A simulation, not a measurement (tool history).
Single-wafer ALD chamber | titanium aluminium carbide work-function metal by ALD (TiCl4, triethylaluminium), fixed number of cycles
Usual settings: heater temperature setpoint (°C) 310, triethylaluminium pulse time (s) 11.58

run,hour,heater temperature setpoint (°C),triethylaluminium pulse time (s),wafers since the last listed run,hours since the last thermocouple change,hours since the last triethylaluminium bottle change,hours since the showerhead was replaced,hours since the gauge calibration,"read-back reference wafer on the same gauge, thickness_nm",mean film thickness on the monitor wafer (angstrom)
1,0.0,310,11.58,0,673.0,1653.0,4890.7,242.4,2.291,19.43
2,12.7,310,11.58,158,685.7,1665.7,4903.4,255.1,2.287,19.25
3,48.0,310,8.00,441,721.0,1701.0,4938.7,290.4,2.289,15.20
4,65.7,310,8.00,221,738.7,1718.7,4956.4,308.1,2.292,15.11
5,100.8,302,14.93,439,773.8,1753.8,4991.5,343.2,2.287,20.10
6,127.9,302,14.93,339,800.9,1780.9,5018.6,370.3,2.289,20.04
7,150.6,302,14.93,284,823.6,1803.6,5041.3,393.0,2.292,19.89
# hour 158.7: gauge calibrated
8,179.1,319,14.72,356,852.1,1832.1,5069.8,20.4,2.288,21.39
# hour 192.0: triethylaluminium bottle replaced
9,195.0,310,11.58,98,868.0,3.0,5085.7,36.3,2.291,22.22
10,214.9,304,11.58,249,887.9,22.9,5105.6,56.2,2.289,21.47
11,243.7,298,7.50,360,916.7,51.7,5134.4,85.0,2.288,18.69
12,266.2,300,14.91,281,939.2,74.2,5156.9,107.5,2.294,21.48
# hour 289.8: showerhead replaced
13,295.0,310,11.58,260,968.0,103.0,5.2,136.3,2.289,22.12
14,323.2,310,11.58,352,996.2,131.2,33.4,164.5,2.288,22.22
# hour 339.1: thermocouple changed; heater temperature recalibrated
15,339.6,301,9.15,105,0.5,147.6,49.8,180.9,2.291,20.51
16,384.5,306,15.05,561,45.4,192.5,94.7,225.8,2.291,22.12
17,400.5,295,15.91,200,61.4,208.5,110.7,241.8,2.291,21.01
18,413.3,299,10.11,160,74.2,221.3,123.5,254.6,2.290,20.52
19,447.6,314,14.06,429,108.5,255.6,157.8,288.9,2.294,22.94

Forecast each of these 4 alternatives for the next run:
A,448.0,310,13.94,5,108.9,256.0,158.2,289.3,?,?
B,448.0,324,15.48,5,108.9,256.0,158.2,289.3,?,?
C,448.0,304,13.80,5,108.9,256.0,158.2,289.3,?,?
D,448.0,310,9.88,5,108.9,256.0,158.2,289.3,?,?

run,"read-back reference wafer on the same gauge, thickness_nm",mean film thickness on the monitor wafer (angstrom)
A,2.290,22.39
B,2.290,24.00
C,2.290,21.73
D,2.290,21.44
Without the tool's hidden state the same runs would have given:
run,mean film thickness on the monitor wafer (angstrom)
A,22.46
B,24.05
C,21.81
D,21.71

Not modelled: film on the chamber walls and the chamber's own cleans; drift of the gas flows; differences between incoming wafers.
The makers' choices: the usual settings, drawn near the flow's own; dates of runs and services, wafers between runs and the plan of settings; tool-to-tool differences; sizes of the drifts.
